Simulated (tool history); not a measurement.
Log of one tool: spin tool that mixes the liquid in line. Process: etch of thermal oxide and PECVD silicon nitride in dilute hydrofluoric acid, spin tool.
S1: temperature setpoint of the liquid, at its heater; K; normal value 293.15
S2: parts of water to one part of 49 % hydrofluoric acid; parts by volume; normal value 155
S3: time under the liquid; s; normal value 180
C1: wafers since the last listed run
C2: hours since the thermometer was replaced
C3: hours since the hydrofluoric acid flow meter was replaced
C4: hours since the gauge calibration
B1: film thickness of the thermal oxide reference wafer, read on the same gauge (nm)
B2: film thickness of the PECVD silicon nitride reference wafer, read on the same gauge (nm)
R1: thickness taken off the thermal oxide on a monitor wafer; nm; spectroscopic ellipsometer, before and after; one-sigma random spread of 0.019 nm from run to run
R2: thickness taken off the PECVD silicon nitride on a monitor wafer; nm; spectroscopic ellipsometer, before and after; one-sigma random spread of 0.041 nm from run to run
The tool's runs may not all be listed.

run 1 day=0 | S1=293.15 S2=155 S3=180 | C1=0 C2=2918.6 C3=348.1 C4=363.2 | B1=70.012 B2=79.99 | R1=3.781 R2=4.15
run 2 day=2.85 | S1=293.15 S2=155 S3=180 | C1=531 C2=2987 C3=416.5 C4=431.6 | B1=70.016 B2=79.97 | R1=3.766 R2=4.13
run 3 day=3.967 | S1=290.65 S2=155 S3=180 | C1=208 C2=3013.8 C3=443.3 C4=458.4 | B1=70.002 B2=80.02 | R1=3.381 R2=3.54
run 4 day=4.75 | S1=290.65 S2=155 S3=180 | C1=146 C2=3032.6 C3=462.1 C4=477.2 | B1=70.035 B2=79.94 | R1=3.359 R2=3.48
run 5 day=5.325 | S1=290.15 S2=155 S3=180 | C1=107 C2=3046.4 C3=475.9 C4=491 | B1=69.989 B2=79.99 | R1=3.313 R2=3.39
run 6 day=6.65 | S1=293.15 S2=110 S3=180 | C1=247 C2=3078.2 C3=507.7 C4=522.8 | B1=70.02 B2=80.01 | R1=5.492 R2=5.78
-- day=7.212 hydrofluoric acid flow meter replaced
run 7 day=8.15 | S1=293.15 S2=110 S3=180 | C1=271 C2=3114.2 C3=22.5 C4=558.8 | B1=70.009 B2=80 | R1=5.69 R2=5.96
run 8 day=9.421 | S1=294.65 S2=155 S3=180 | C1=237 C2=3144.7 C3=53 C4=589.3 | B1=70.003 B2=79.98 | R1=4.099 R2=4.74
run 9 day=10.108 | S1=294.65 S2=155 S3=180 | C1=128 C2=3161.2 C3=69.5 C4=605.8 | B1=70.019 B2=79.99 | R1=4.065 R2=4.7
-- day=10.333 gauge calibrated
run 10 day=10.8 | S1=291.65 S2=155 S3=180 | C1=129 C2=3177.8 C3=86.1 C4=11.2 | B1=69.987 B2=80.02 | R1=3.62 R2=3.82
-- day=10.925 thermometer replaced
run 11 day=11.758 | S1=290.15 S2=175 S3=285 | C1=170 C2=20 C3=109.1 C4=34.2 | B1=69.991 B2=79.95 | R1=5.235 R2=5.84
run 12 day=13.012 | S1=293.15 S2=120 S3=275 | C1=233 C2=50.1 C3=139.2 C4=64.3 | B1=70.02 B2=79.99 | R1=8.716 R2=9.78
run 13 day=13.917 | S1=293.15 S2=205 S3=85 | C1=168 C2=71.8 C3=160.9 C4=86 | B1=69.989 B2=80.04 | R1=1.433 R2=1.81
run 14 day=16.983 | S1=295.15 S2=155 S3=130 | C1=571 C2=145.4 C3=234.5 C4=159.6 | B1=70.008 B2=80.02 | R1=3.27 R2=4.08
run 15 day=17.979 | S1=293.15 S2=215 S3=180 | C1=185 C2=169.3 C3=258.4 C4=183.5 | B1=69.996 B2=79.96 | R1=2.867 R2=3.64
run 16 day=19.446 | S1=293.15 S2=155 S3=180 | C1=273 C2=204.5 C3=293.6 C4=218.7 | B1=70.008 B2=79.94 | R1=4.175 R2=4.91
run 17 day=20.683 | S1=290.65 S2=110 S3=215 | C1=230 C2=234.2 C3=323.3 C4=248.4 | B1=70.001 B2=79.96 | R1=6.628 R2=6.98
run 18 day=21.575 | S1=290.15 S2=175 S3=285 | C1=166 C2=255.6 C3=344.7 C4=269.8 | B1=69.972 B2=79.95 | R1=5.045 R2=5.75
run 19 day=22.721 | S1=297.15 S2=90 S3=140 | C1=213 C2=283.1 C3=372.2 C4=297.3 | B1=69.966 B2=80.01 | R1=7.012 R2=8.43

What if the next run were any one of these 5? Each begins from the tool's condition after run 19:
run A day=22.742 | S1=293.15 S2=155 S3=180 | C1=3 C2=283.6 C3=372.7 C4=297.8 | B1=? B2=? | R1=? R2=?
run B day=22.742 | S1=293.15 S2=125 S3=255 | C1=3 C2=283.6 C3=372.7 C4=297.8 | B1=? B2=? | R1=? R2=?
run C day=22.742 | S1=290.15 S2=180 S3=125 | C1=3 C2=283.6 C3=372.7 C4=297.8 | B1=? B2=? | R1=? R2=?
run D day=22.742 | S1=294.65 S2=205 S3=250 | C1=3 C2=283.6 C3=372.7 C4=297.8 | B1=? B2=? | R1=? R2=?
run E day=22.742 | S1=297.15 S2=235 S3=245 | C1=3 C2=283.6 C3=372.7 C4=297.8 | B1=? B2=? | R1=? R2=?

run=A B1=69.999 B2=80.02 R1=4.101 R2=4.88
run=B B1=69.999 B2=80.02 R1=7.437 R2=8.53
run=C B1=69.999 B2=80.02 R1=2.121 R2=2.4
run=D B1=69.999 B2=80.02 R1=4.335 R2=5.7
run=E B1=69.999 B2=80.02 R1=3.942 R2=5.73
What these runs would have given with no unlogged condition in the tool:
run=A R1=4.308 R2=5.17
run=B R1=7.811 R2=9.03
run=C R1=2.229 R2=2.54
run=D R1=4.556 R2=6.03
run=E R1=4.143 R2=6.06
